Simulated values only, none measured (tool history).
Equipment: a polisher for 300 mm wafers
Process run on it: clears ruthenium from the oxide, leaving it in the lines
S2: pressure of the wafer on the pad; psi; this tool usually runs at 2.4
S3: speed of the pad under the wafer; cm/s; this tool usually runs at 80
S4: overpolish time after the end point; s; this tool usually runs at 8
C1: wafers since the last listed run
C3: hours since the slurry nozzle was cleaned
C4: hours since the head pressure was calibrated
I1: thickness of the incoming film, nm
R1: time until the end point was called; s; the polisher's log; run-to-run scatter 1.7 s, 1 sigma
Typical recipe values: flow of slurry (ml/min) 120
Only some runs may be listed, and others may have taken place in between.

Run 1, hour 0: usual settings; C1 0; wafers polished on this pad 3301; C3 130; C4 68.6; I1 139.4. Result: R1 127.2 s.
Run 2, hour 65.7: usual settings; C1 545; wafers polished on this pad 3847; C3 195.7; C4 134.3; I1 140.1. Result: R1 131.3 s.
Run 3, hour 122: usual settings but flow of slurry (ml/min) 150; C1 467; wafers polished on this pad 4315; C3 252; C4 190.6; I1 140.1. Result: R1 123 s.
Run 4, hour 192.8: usual settings but flow of slurry (ml/min) 150; C1 588; wafers polished on this pad 4903; C3 322.8; C4 261.4; I1 140.6. Result: R1 122.9 s.
At hour 210.8: worn pad replaced by a new one.
Run 5, hour 299.7: usual settings; C1 854; wafers polished on this pad 738; C3 429.7; C4 368.3; I1 141.7. Result: R1 126.5 s.
Run 6, hour 402: usual settings; C1 849; wafers polished on this pad 1588; C3 532; C4 470.6; I1 138.6. Result: R1 123.6 s.
Run 7, hour 453.6: usual settings; C1 428; wafers polished on this pad 2017; C3 583.6; C4 522.2; I1 140.9. Result: R1 120.9 s.
At hour 488.8: slurry nozzle cleaned.
Run 8, hour 552.1: usual settings but S2 2.6 psi, S4 6 s; C1 810; wafers polished on this pad 2827; C3 63.3; C4 620.7; I1 138.9. Result: R1 108.3 s.
At hour 588: head pressure recalibrated.
Run 9, hour 616.8: usual settings; C1 520; wafers polished on this pad 3347; C3 128; C4 28.8; I1 139.9. Result: R1 135 s.
Run 10, hour 710.6: usual settings; C1 779; wafers polished on this pad 4127; C3 221.8; C4 122.6; I1 140.2. Result: R1 134.9 s.
Run 11, hour 801.8: usual settings; C1 757; wafers polished on this pad 4884; C3 313; C4 213.8; I1 138.8. Result: R1 132.4 s.
At hour 823.8: worn pad replaced by a new one.
Run 12, hour 907.5: usual settings; C1 844; wafers polished on this pad 695; C3 418.7; C4 319.5; I1 139.2. Result: R1 130.5 s.
Run 13, hour 975.9: usual settings but S3 60 cm/s; C1 568; wafers polished on this pad 1264; C3 487.1; C4 387.9; I1 140.3. Result: R1 153.4 s.
Run 14, hour 1076: usual settings but S4 10 s; C1 831; wafers polished on this pad 2095; C3 587.2; C4 488; I1 138.1. Result: R1 126.3 s.
Run 15, hour 1183.9: usual settings; C1 896; wafers polished on this pad 2992; C3 695.1; C4 595.9; I1 141.3. Result: R1 125.7 s.
At hour 1217.5: head pressure recalibrated.
Run 16, hour 1240.3: usual settings but S4 13 s; C1 451; wafers polished on this pad 3444; C3 751.5; C4 22.8; I1 141.2. Result: R1 135.7 s.
At hour 1273.2: slurry nozzle cleaned.
At hour 1415.8: worn pad replaced by a new one.
Run 17, hour 1473.4: usual settings; C1 1895; wafers polished on this pad 478; C3 200.2; C4 255.9; I1 139.7. Result: R1 130 s.
Run 18, hour 1552.2: usual settings but flow of slurry (ml/min) 85, S4 13 s; C1 654; wafers polished on this pad 1132; C3 279; C4 334.7; I1 139. Result: R1 145.6 s.
Run 19, hour 1607.4: usual settings but S2 1.6 psi, S3 90 cm/s, S4 12 s; C1 458; wafers polished on this pad 1591; C3 334.2; C4 389.9; I1 140.1. Result: R1 179.8 s.
Run 20, hour 1714.8: usual settings; C1 892; wafers polished on this pad 2483; C3 441.6; C4 497.3; I1 139.4. Result: R1 126 s.
Run 21, hour 1785.2: usual settings but S4 12 s; C1 584; wafers polished on this pad 3068; C3 512; C4 567.7; I1 139.5. Result: R1 122.9 s.
Run 22, hour 1827.4: usual settings but S3 96 cm/s; C1 350; wafers polished on this pad 3419; C3 554.2; C4 609.9; I1 139.7. Result: R1 110.8 s.
At hour 1855.6: head pressure recalibrated.
Run 23, hour 1931.2: usual settings but S2 1.8 psi, S3 100 cm/s, S4 4 s; C1 845; wafers polished on this pad 4264; C3 658; C4 75.6; I1 140.4. Result: R1 151.8 s.
At hour 2013.3: slurry nozzle cleaned.
At hour 2019.4: worn pad replaced by a new one, of another model than before.
Run 24, hour 2029.2: usual settings but flow of slurry (ml/min) 135; C1 772; wafers polished on this pad 81; C3 15.9; C4 173.6; I1 140.1. Result: R1 131.6 s.
Run 25, hour 2089.4: usual settings but flow of slurry (ml/min) 140; C1 500; wafers polished on this pad 581; C3 76.1; C4 233.8; I1 142.3. Result: R1 132.2 s.
Run 26, hour 2127.8: usual settings but flow of slurry (ml/min) 95, S2 2.9 psi, S3 58 cm/s, S4 12 s; C1 319; wafers polished on this pad 900; C3 114.5; C4 272.2; I1 138.6. Result: R1 136.7 s.
Run 27, hour 2213: usual settings; C1 707; wafers polished on this pad 1608; C3 199.7; C4 357.4; I1 141.4. Result: R1 132.2 s.
Run 28, hour 2306.9: usual settings but S2 2.9 psi, S4 10 s; C1 780; wafers polished on this pad 2388; C3 293.6; C4 451.3; I1 142.8. Result: R1 113.8 s.
Run 29, hour 2379.3: usual settings but S2 2.1 psi, S3 68 cm/s, S4 11 s; C1 601; wafers polished on this pad 2989; C3 366; C4 523.7; I1 140.5. Result: R1 148.2 s.
Run 30, hour 2482.7: usual settings; C1 859; wafers polished on this pad 3848; C3 469.4; C4 627.1; I1 139.5. Result: R1 121.9 s.
At hour 2532.3: head pressure recalibrated.
Run 31, hour 2538.9: usual settings; C1 450; wafers polished on this pad 4299; C3 525.6; C4 6.6; I1 140.5. Result: R1 134.6 s.
At hour 2603.8: worn pad replaced by a new one.
At hour 2620.4: slurry nozzle cleaned.
Run 32, hour 2624.2: usual settings; C1 667; wafers polished on this pad 161; C3 3.8; C4 91.9; I1 142.4. Result: R1 135 s.
Run 33, hour 2712.5: usual settings but flow of slurry (ml/min) 90, S2 2 psi, S3 102 cm/s, S4 10 s; C1 733; wafers polished on this pad 895; C3 92.1; C4 180.2; I1 140.3. Result: R1 138.9 s.
Run 34, hour 2755.1: usual settings; C1 353; wafers polished on this pad 1248; C3 134.7; C4 222.8; I1 139.8. Result: R1 133 s.
Run 35, hour 2822.4: usual settings; C1 559; wafers polished on this pad 1808; C3 202; C4 290.1; I1 140.1. Result: R1 128.2 s.
Run 36, hour 2873.9: usual settings; C1 427; wafers polished on this pad 2235; C3 253.5; C4 341.6; I1 139.1. Result: R1 129.9 s.

Branching from run 36: 4 alternative next runs. What would each branch give?
Run A, hour 2874.4: usual settings; C1 4; wafers polished on this pad 2240; C3 254; C4 342.1; I1 140.2. Result: R1 ?.
Run B, hour 2874.4: usual settings but S2 3.1 psi, S3 92 cm/s; C1 4; wafers polished on this pad 2240; C3 254; C4 342.1; I1 140.2. Result: R1 ?.
Run C, hour 2874.4: usual settings but S4 11 s; C1 4; wafers polished on this pad 2240; C3 254; C4 342.1; I1 140.2. Result: R1 ?.
Run D, hour 2874.4: usual settings but flow of slurry (ml/min) 150, S3 98 cm/s; C1 4; wafers polished on this pad 2240; C3 254; C4 342.1; I1 140.2. Result: R1 ?.

run     R1
  A  131.2
  B  100.9
  C  131.2
  D  113.4
Had the tool no hidden state, the same runs would have come out as:
run     R1
  A  134.8
  B  103.7
  C  134.8
  D  116.5
